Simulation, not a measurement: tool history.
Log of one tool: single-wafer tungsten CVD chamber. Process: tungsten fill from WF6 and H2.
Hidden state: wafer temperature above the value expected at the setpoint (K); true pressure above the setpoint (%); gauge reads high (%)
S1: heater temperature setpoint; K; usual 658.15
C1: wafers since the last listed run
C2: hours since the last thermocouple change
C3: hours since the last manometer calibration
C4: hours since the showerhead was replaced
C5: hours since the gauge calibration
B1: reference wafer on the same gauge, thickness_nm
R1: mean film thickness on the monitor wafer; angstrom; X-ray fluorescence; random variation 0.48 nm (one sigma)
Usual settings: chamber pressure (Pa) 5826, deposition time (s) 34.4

{"run": 1, "hour": 0.0, "S1": 658.15, "chamber pressure (Pa)": 5826, "deposition time (s)": 34.4, "C1": 0, "C2": 1015.2, "C3": 745.5, "C4": 6779.8, "C5": 1418.1, "B1": 85.261, "R1": 909.94}
{"hour": 50.7, "done": "capacitance manometer re-zeroed and calibrated"}
{"run": 2, "hour": 53.1, "S1": 658.15, "chamber pressure (Pa)": 5826, "deposition time (s)": 34.4, "C1": 678, "C2": 1068.3, "C3": 2.4, "C4": 6832.9, "C5": 1471.2, "B1": 85.42, "R1": 915.41}
{"run": 3, "hour": 142.6, "S1": 658.15, "chamber pressure (Pa)": 5826, "deposition time (s)": 38.4, "C1": 1346, "C2": 1157.8, "C3": 91.9, "C4": 6922.4, "C5": 1560.7, "B1": 85.225, "R1": 1017.98}
{"run": 4, "hour": 207.9, "S1": 658.15, "chamber pressure (Pa)": 5826, "deposition time (s)": 38.4, "C1": 982, "C2": 1223.1, "C3": 157.2, "C4": 6987.7, "C5": 1626, "B1": 85.379, "R1": 1011.4}
{"run": 5, "hour": 447.0, "S1": 658.15, "chamber pressure (Pa)": 5826, "deposition time (s)": 38.4, "C1": 3597, "C2": 1462.2, "C3": 396.3, "C4": 7226.8, "C5": 1865.1, "B1": 84.905, "R1": 1013.52}
{"run": 6, "hour": 509.9, "S1": 658.15, "chamber pressure (Pa)": 5826, "deposition time (s)": 34.4, "C1": 946, "C2": 1525.1, "C3": 459.2, "C4": 7289.7, "C5": 1928, "B1": 85.073, "R1": 899.23}
{"run": 7, "hour": 567.3, "S1": 658.15, "chamber pressure (Pa)": 5826, "deposition time (s)": 34.4, "C1": 863, "C2": 1582.5, "C3": 516.6, "C4": 7347.1, "C5": 1985.4, "B1": 85.034, "R1": 907.4}
{"run": 8, "hour": 667.3, "S1": 658.15, "chamber pressure (Pa)": 5826, "deposition time (s)": 34.4, "C1": 1504, "C2": 1682.5, "C3": 616.6, "C4": 7447.1, "C5": 2085.4, "B1": 84.82, "R1": 906.4}
{"run": 9, "hour": 755.3, "S1": 658.15, "chamber pressure (Pa)": 5826, "deposition time (s)": 34.4, "C1": 1324, "C2": 1770.5, "C3": 704.6, "C4": 7535.1, "C5": 2173.4, "B1": 84.968, "R1": 900.34}
{"run": 10, "hour": 811.2, "S1": 658.15, "chamber pressure (Pa)": 5826, "deposition time (s)": 34.4, "C1": 841, "C2": 1826.4, "C3": 760.5, "C4": 7591, "C5": 2229.3, "B1": 84.778, "R1": 908.76}
{"hour": 837.8, "done": "showerhead replaced"}
{"hour": 868.5, "done": "capacitance manometer re-zeroed and calibrated"}
{"hour": 886.0, "done": "gauge calibrated"}
{"run": 11, "hour": 1065.0, "S1": 658.15, "chamber pressure (Pa)": 6346, "deposition time (s)": 37.8, "C1": 3577, "C2": 2080.2, "C3": 196.5, "C4": 227.2, "C5": 179, "B1": 88.84, "R1": 1107.81}
{"run": 12, "hour": 1142.8, "S1": 658.15, "chamber pressure (Pa)": 5826, "deposition time (s)": 34.4, "C1": 1170, "C2": 2158, "C3": 274.3, "C4": 305, "C5": 256.8, "B1": 88.408, "R1": 944.43}
{"run": 13, "hour": 1231.7, "S1": 658.15, "chamber pressure (Pa)": 5826, "deposition time (s)": 38.4, "C1": 1337, "C2": 2246.9, "C3": 363.2, "C4": 393.9, "C5": 345.7, "B1": 88.089, "R1": 1048.13}
{"hour": 1253.5, "done": "thermocouple changed; heater temperature recalibrated"}
{"run": 14, "hour": 1329.9, "S1": 654.15, "chamber pressure (Pa)": 4493, "deposition time (s)": 34.4, "C1": 1357, "C2": 76.4, "C3": 461.4, "C4": 492.1, "C5": 443.9, "B1": 87.821, "R1": 687.36}
{"run": 15, "hour": 1394.3, "S1": 658.15, "chamber pressure (Pa)": 4813, "deposition time (s)": 34.4, "C1": 968, "C2": 140.8, "C3": 525.8, "C4": 556.5, "C5": 508.3, "B1": 87.592, "R1": 792.04}
{"run": 16, "hour": 1435.5, "S1": 658.15, "chamber pressure (Pa)": 5826, "deposition time (s)": 34.4, "C1": 619, "C2": 182, "C3": 567, "C4": 597.7, "C5": 549.5, "B1": 87.253, "R1": 933.14}
{"run": 17, "hour": 1541.3, "S1": 658.15, "chamber pressure (Pa)": 5133, "deposition time (s)": 31.4, "C1": 1591, "C2": 287.8, "C3": 672.8, "C4": 703.5, "C5": 655.3, "B1": 87.183, "R1": 763.84}
{"run": 18, "hour": 1630.1, "S1": 653.15, "chamber pressure (Pa)": 5160, "deposition time (s)": 30.4, "C1": 1336, "C2": 376.6, "C3": 761.6, "C4": 792.3, "C5": 744.1, "B1": 87.097, "R1": 669.49}
{"run": 19, "hour": 1692.7, "S1": 658.15, "chamber pressure (Pa)": 6973, "deposition time (s)": 40.7, "C1": 941, "C2": 439.2, "C3": 824.2, "C4": 854.9, "C5": 806.7, "B1": 86.944, "R1": 1236.18}
{"run": 20, "hour": 1789.3, "S1": 652.15, "chamber pressure (Pa)": 6533, "deposition time (s)": 38.4, "C1": 1453, "C2": 535.8, "C3": 920.8, "C4": 951.5, "C5": 903.3, "B1": 86.768, "R1": 985.61}
{"run": 21, "hour": 1841.0, "S1": 658.15, "chamber pressure (Pa)": 5826, "deposition time (s)": 34.4, "C1": 777, "C2": 587.5, "C3": 972.5, "C4": 1003.2, "C5": 955, "B1": 86.325, "R1": 917}
{"hour": 1866.4, "done": "capacitance manometer re-zeroed and calibrated"}
{"run": 22, "hour": 1936.8, "S1": 667.15, "chamber pressure (Pa)": 7093, "deposition time (s)": 34.4, "C1": 1321, "C2": 683.3, "C3": 70.4, "C4": 1099, "C5": 1050.8, "B1": 86.327, "R1": 1278.34}
{"run": 23, "hour": 2001.2, "S1": 646.15, "chamber pressure (Pa)": 6493, "deposition time (s)": 30.6, "C1": 968, "C2": 747.7, "C3": 134.8, "C4": 1163.4, "C5": 1115.2, "B1": 86.207, "R1": 681.02}
{"run": 24, "hour": 2065.3, "S1": 643.15, "chamber pressure (Pa)": 4693, "deposition time (s)": 29.6, "C1": 964, "C2": 811.8, "C3": 198.9, "C4": 1227.5, "C5": 1179.3, "B1": 86.146, "R1": 474.32}
{"run": 25, "hour": 2113.3, "S1": 658.15, "chamber pressure (Pa)": 5826, "deposition time (s)": 38.1, "C1": 722, "C2": 859.8, "C3": 246.9, "C4": 1275.5, "C5": 1227.3, "B1": 86.007, "R1": 1015.13}
{"run": 26, "hour": 2205.4, "S1": 653.15, "chamber pressure (Pa)": 6279, "deposition time (s)": 31, "C1": 1385, "C2": 951.9, "C3": 339, "C4": 1367.6, "C5": 1319.4, "B1": 86.061, "R1": 782.58}
{"run": 27, "hour": 2453.0, "S1": 658.15, "chamber pressure (Pa)": 5826, "deposition time (s)": 34.4, "C1": 3725, "C2": 1199.5, "C3": 586.6, "C4": 1615.2, "C5": 1567, "B1": 86.02, "R1": 911.46}
{"run": 28, "hour": 2505.1, "S1": 658.15, "chamber pressure (Pa)": 5826, "deposition time (s)": 40.5, "C1": 783, "C2": 1251.6, "C3": 638.7, "C4": 1667.3, "C5": 1619.1, "B1": 85.687, "R1": 1085.13}
{"run": 29, "hour": 2561.9, "S1": 658.15, "chamber pressure (Pa)": 5826, "deposition time (s)": 34.4, "C1": 854, "C2": 1308.4, "C3": 695.5, "C4": 1724.1, "C5": 1675.9, "B1": 85.818, "R1": 913.19}
{"run": 30, "hour": 2614.1, "S1": 646.15, "chamber pressure (Pa)": 5826, "deposition time (s)": 34.4, "C1": 785, "C2": 1360.6, "C3": 747.7, "C4": 1776.3, "C5": 1728.1, "B1": 85.753, "R1": 702.2}
{"run": 31, "hour": 2710.0, "S1": 658.15, "chamber pressure (Pa)": 5133, "deposition time (s)": 31.4, "C1": 1442, "C2": 1456.5, "C3": 843.6, "C4": 1872.2, "C5": 1824, "B1": 85.999, "R1": 746.62}
{"run": 32, "hour": 2811.2, "S1": 673.15, "chamber pressure (Pa)": 6999, "deposition time (s)": 29.3, "C1": 1522, "C2": 1557.7, "C3": 944.8, "C4": 1973.4, "C5": 1925.2, "B1": 85.484, "R1": 1189.8}
{"run": 33, "hour": 2900.2, "S1": 658.15, "chamber pressure (Pa)": 4666, "deposition time (s)": 32.6, "C1": 1339, "C2": 1646.7, "C3": 1033.8, "C4": 2062.4, "C5": 2014.2, "B1": 85.497, "R1": 715.46}
{"hour": 2914.2, "done": "capacitance manometer re-zeroed and calibrated"}
{"run": 34, "hour": 2965.5, "S1": 658.15, "chamber pressure (Pa)": 5826, "deposition time (s)": 34.4, "C1": 862, "C2": 1712, "C3": 51.3, "C4": 2127.7, "C5": 2079.5, "B1": 85.666, "R1": 906.57}

The tool's hidden state at each run:
wafer temperature above the value expected at the setpoint (K): 0 in every run
true pressure above the setpoint (%): 0 in every run
H1: gauge reads high (%)
run=1 H1=-4.84
run=2 H1=-4.89
run=3 H1=-4.97
run=4 H1=-5.02
run=5 H1=-5.18
run=6 H1=-5.22
run=7 H1=-5.25
run=8 H1=-5.29
run=9 H1=-5.33
run=10 H1=-5.35
run=11 H1=-1.04
run=12 H1=-1.41
run=13 H1=-1.8
run=14 H1=-2.17
run=15 H1=-2.39
run=16 H1=-2.52
run=17 H1=-2.83
run=18 H1=-3.06
run=19 H1=-3.21
run=20 H1=-3.41
run=21 H1=-3.51
run=22 H1=-3.67
run=23 H1=-3.77
run=24 H1=-3.87
run=25 H1=-3.93
run=26 H1=-4.04
run=27 H1=-4.29
run=28 H1=-4.33
run=29 H1=-4.37
run=30 H1=-4.41
run=31 H1=-4.47
run=32 H1=-4.53
run=33 H1=-4.57
run=34 H1=-4.6

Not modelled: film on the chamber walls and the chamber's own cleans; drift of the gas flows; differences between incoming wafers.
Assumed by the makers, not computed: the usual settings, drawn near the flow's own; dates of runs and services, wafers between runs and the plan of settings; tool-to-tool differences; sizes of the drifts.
